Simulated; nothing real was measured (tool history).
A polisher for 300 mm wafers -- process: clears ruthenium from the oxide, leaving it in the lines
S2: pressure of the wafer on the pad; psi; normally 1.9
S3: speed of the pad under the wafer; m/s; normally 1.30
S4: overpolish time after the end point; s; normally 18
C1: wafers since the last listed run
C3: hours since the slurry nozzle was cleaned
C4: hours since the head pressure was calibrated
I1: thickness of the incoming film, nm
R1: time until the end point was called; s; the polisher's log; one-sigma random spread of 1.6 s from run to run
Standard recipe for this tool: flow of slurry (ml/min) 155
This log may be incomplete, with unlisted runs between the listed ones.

run 1 hour=0.0 | flow_of_slurry_(ml/min)=190 S2=1.9 S3=1.30 S4=18 | C1=0 wafers_polished_on_this_pad=192 C3=807.3 C4=651.0 | I1=198.0 | R1=149.6
run 2 hour=14.4 | flow_of_slurry_(ml/min)=190 S2=1.9 S3=1.30 S4=18 | C1=65 wafers_polished_on_this_pad=257 C3=821.7 C4=665.4 | I1=197.5 | R1=153.2
run 3 hour=31.5 | flow_of_slurry_(ml/min)=155 S2=1.9 S3=1.30 S4=18 | C1=77 wafers_polished_on_this_pad=334 C3=838.8 C4=682.5 | I1=201.1 | R1=156.6
run 4 hour=38.6 | flow_of_slurry_(ml/min)=155 S2=1.9 S3=1.30 S4=21 | C1=32 wafers_polished_on_this_pad=366 C3=845.9 C4=689.6 | I1=199.9 | R1=157.7
run 5 hour=53.6 | flow_of_slurry_(ml/min)=155 S2=1.9 S3=1.30 S4=21 | C1=67 wafers_polished_on_this_pad=434 C3=860.9 C4=704.6 | I1=198.8 | R1=157.6
run 6 hour=59.8 | flow_of_slurry_(ml/min)=200 S2=2.4 S3=1.30 S4=18 | C1=28 wafers_polished_on_this_pad=462 C3=867.1 C4=710.8 | I1=200.4 | R1=121.3
run 7 hour=71.2 | flow_of_slurry_(ml/min)=155 S2=1.9 S3=1.30 S4=18 | C1=51 wafers_polished_on_this_pad=514 C3=878.5 C4=722.2 | I1=200.6 | R1=160.3
run 8 hour=81.4 | flow_of_slurry_(ml/min)=155 S2=1.9 S3=1.30 S4=18 | C1=46 wafers_polished_on_this_pad=560 C3=888.7 C4=732.4 | I1=197.2 | R1=158.5
run 9 hour=97.1 | flow_of_slurry_(ml/min)=155 S2=1.9 S3=1.30 S4=18 | C1=70 wafers_polished_on_this_pad=631 C3=904.4 C4=748.1 | I1=201.2 | R1=165.4
-- hour=114.5 slurry nozzle cleaned
run 10 hour=115.0 | flow_of_slurry_(ml/min)=155 S2=1.9 S3=1.30 S4=18 | C1=76 wafers_polished_on_this_pad=707 C3=0.5 C4=766.0 | I1=202.0 | R1=166.4
run 11 hour=123.9 | flow_of_slurry_(ml/min)=155 S2=1.9 S3=1.30 S4=18 | C1=40 wafers_polished_on_this_pad=747 C3=9.4 C4=774.9 | I1=202.0 | R1=165.2
run 12 hour=137.8 | flow_of_slurry_(ml/min)=155 S2=1.9 S3=1.30 S4=18 | C1=62 wafers_polished_on_this_pad=810 C3=23.3 C4=788.8 | I1=196.2 | R1=163.1
run 13 hour=153.3 | flow_of_slurry_(ml/min)=155 S2=1.9 S3=1.30 S4=18 | C1=70 wafers_polished_on_this_pad=880 C3=38.8 C4=804.3 | I1=199.2 | R1=167.5
-- hour=169.1 worn pad replaced by a new one
run 14 hour=169.6 | flow_of_slurry_(ml/min)=155 S2=1.9 S3=1.30 S4=18 | C1=55 wafers_polished_on_this_pad=2 C3=55.1 C4=820.6 | I1=201.1 | R1=156.0
run 15 hour=175.8 | flow_of_slurry_(ml/min)=155 S2=1.9 S3=1.30 S4=18 | C1=28 wafers_polished_on_this_pad=30 C3=61.3 C4=826.8 | I1=201.7 | R1=154.4
run 16 hour=186.1 | flow_of_slurry_(ml/min)=155 S2=1.9 S3=1.30 S4=18 | C1=46 wafers_polished_on_this_pad=77 C3=71.6 C4=837.1 | I1=200.8 | R1=155.0
run 17 hour=196.9 | flow_of_slurry_(ml/min)=155 S2=1.9 S3=1.30 S4=18 | C1=48 wafers_polished_on_this_pad=125 C3=82.4 C4=847.9 | I1=201.2 | R1=154.2
run 18 hour=204.1 | flow_of_slurry_(ml/min)=100 S2=1.9 S3=1.18 S4=11 | C1=32 wafers_polished_on_this_pad=158 C3=89.6 C4=855.1 | I1=200.8 | R1=174.8
run 19 hour=218.9 | flow_of_slurry_(ml/min)=155 S2=1.9 S3=0.94 S4=18 | C1=66 wafers_polished_on_this_pad=225 C3=104.4 C4=869.9 | I1=199.3 | R1=200.9
run 20 hour=234.4 | flow_of_slurry_(ml/min)=155 S2=1.9 S3=1.30 S4=18 | C1=70 wafers_polished_on_this_pad=295 C3=119.9 C4=885.4 | I1=202.3 | R1=155.9
run 21 hour=242.6 | flow_of_slurry_(ml/min)=115 S2=1.3 S3=1.30 S4=29 | C1=37 wafers_polished_on_this_pad=332 C3=128.1 C4=893.6 | I1=201.4 | R1=227.7
run 22 hour=255.7 | flow_of_slurry_(ml/min)=155 S2=1.9 S3=0.88 S4=18 | C1=59 wafers_polished_on_this_pad=391 C3=141.2 C4=906.7 | I1=199.9 | R1=213.9
run 23 hour=273.2 | flow_of_slurry_(ml/min)=140 S2=2.5 S3=1.46 S4=14 | C1=79 wafers_polished_on_this_pad=470 C3=158.7 C4=924.2 | I1=200.8 | R1=110.3
run 24 hour=279.8 | flow_of_slurry_(ml/min)=155 S2=1.9 S3=1.30 S4=22 | C1=29 wafers_polished_on_this_pad=500 C3=165.3 C4=930.8 | I1=197.5 | R1=156.9
run 25 hour=297.4 | flow_of_slurry_(ml/min)=155 S2=2.1 S3=1.30 S4=18 | C1=79 wafers_polished_on_this_pad=579 C3=182.9 C4=948.4 | I1=198.8 | R1=141.1
run 26 hour=314.9 | flow_of_slurry_(ml/min)=170 S2=1.6 S3=1.72 S4=18 | C1=79 wafers_polished_on_this_pad=659 C3=200.4 C4=965.9 | I1=201.5 | R1=147.7
-- hour=322.5 head pressure recalibrated
run 27 hour=324.1 | flow_of_slurry_(ml/min)=155 S2=1.7 S3=1.30 S4=18 | C1=32 wafers_polished_on_this_pad=691 C3=209.6 C4=1.6 | I1=200.1 | R1=197.2
run 28 hour=335.3 | flow_of_slurry_(ml/min)=155 S2=1.9 S3=1.42 S4=18 | C1=50 wafers_polished_on_this_pad=742 C3=220.8 C4=12.8 | I1=201.6 | R1=166.1
run 29 hour=342.5 | flow_of_slurry_(ml/min)=190 S2=1.9 S3=1.30 S4=18 | C1=32 wafers_polished_on_this_pad=774 C3=228.0 C4=20.0 | I1=200.5 | R1=175.3
run 30 hour=351.8 | flow_of_slurry_(ml/min)=155 S2=1.9 S3=1.30 S4=18 | C1=42 wafers_polished_on_this_pad=816 C3=237.3 C4=29.3 | I1=199.8 | R1=176.8
run 31 hour=359.6 | flow_of_slurry_(ml/min)=155 S2=1.9 S3=1.30 S4=18 | C1=35 wafers_polished_on_this_pad=852 C3=245.1 C4=37.1 | I1=201.4 | R1=178.1
-- hour=368.6 worn pad replaced by a new one
run 32 hour=401.8 | flow_of_slurry_(ml/min)=155 S2=1.9 S3=1.30 S4=18 | C1=172 wafers_polished_on_this_pad=149 C3=287.3 C4=79.3 | I1=201.9 | R1=170.3
run 33 hour=415.9 | flow_of_slurry_(ml/min)=155 S2=1.5 S3=1.00 S4=18 | C1=63 wafers_polished_on_this_pad=213 C3=301.4 C4=93.4 | I1=200.3 | R1=259.9
run 34 hour=433.6 | flow_of_slurry_(ml/min)=110 S2=2.1 S3=0.86 S4=23 | C1=79 wafers_polished_on_this_pad=293 C3=319.1 C4=111.1 | I1=200.2 | R1=218.3
run 35 hour=444.3 | flow_of_slurry_(ml/min)=200 S2=1.9 S3=1.74 S4=18 | C1=48 wafers_polished_on_this_pad=342 C3=329.8 C4=121.8 | I1=197.0 | R1=127.1
run 36 hour=454.2 | flow_of_slurry_(ml/min)=155 S2=1.9 S3=1.30 S4=8 | C1=44 wafers_polished_on_this_pad=386 C3=339.7 C4=131.7 | I1=202.1 | R1=169.0

What if the next run were any one of these 5? Each begins from the tool's condition after run 36:
run A hour=454.7 | flow_of_slurry_(ml/min)=155 S2=1.9 S3=1.30 S4=18 | C1=2 wafers_polished_on_this_pad=389 C3=340.2 C4=132.2 | I1=198.8 | R1=?
run B hour=454.7 | flow_of_slurry_(ml/min)=155 S2=1.9 S3=1.64 S4=18 | C1=2 wafers_polished_on_this_pad=389 C3=340.2 C4=132.2 | I1=198.8 | R1=?
run C hour=454.7 | flow_of_slurry_(ml/min)=175 S2=1.5 S3=1.14 S4=29 | C1=2 wafers_polished_on_this_pad=389 C3=340.2 C4=132.2 | I1=198.8 | R1=?
run D hour=454.7 | flow_of_slurry_(ml/min)=155 S2=1.9 S3=1.30 S4=23 | C1=2 wafers_polished_on_this_pad=389 C3=340.2 C4=132.2 | I1=198.8 | R1=?
run E hour=454.7 | flow_of_slurry_(ml/min)=195 S2=1.9 S3=1.10 S4=18 | C1=2 wafers_polished_on_this_pad=389 C3=340.2 C4=132.2 | I1=198.8 | R1=?

run=A R1=169.1
run=B R1=138.9
run=C R1=234.5
run=D R1=169.1
run=E R1=189.4
The same runs, with their run-to-run variation unchanged, on a tool lacking any hidden condition would have given:
run=A R1=168.7
run=B R1=138.6
run=C R1=234.0
run=D R1=168.7
run=E R1=189.1
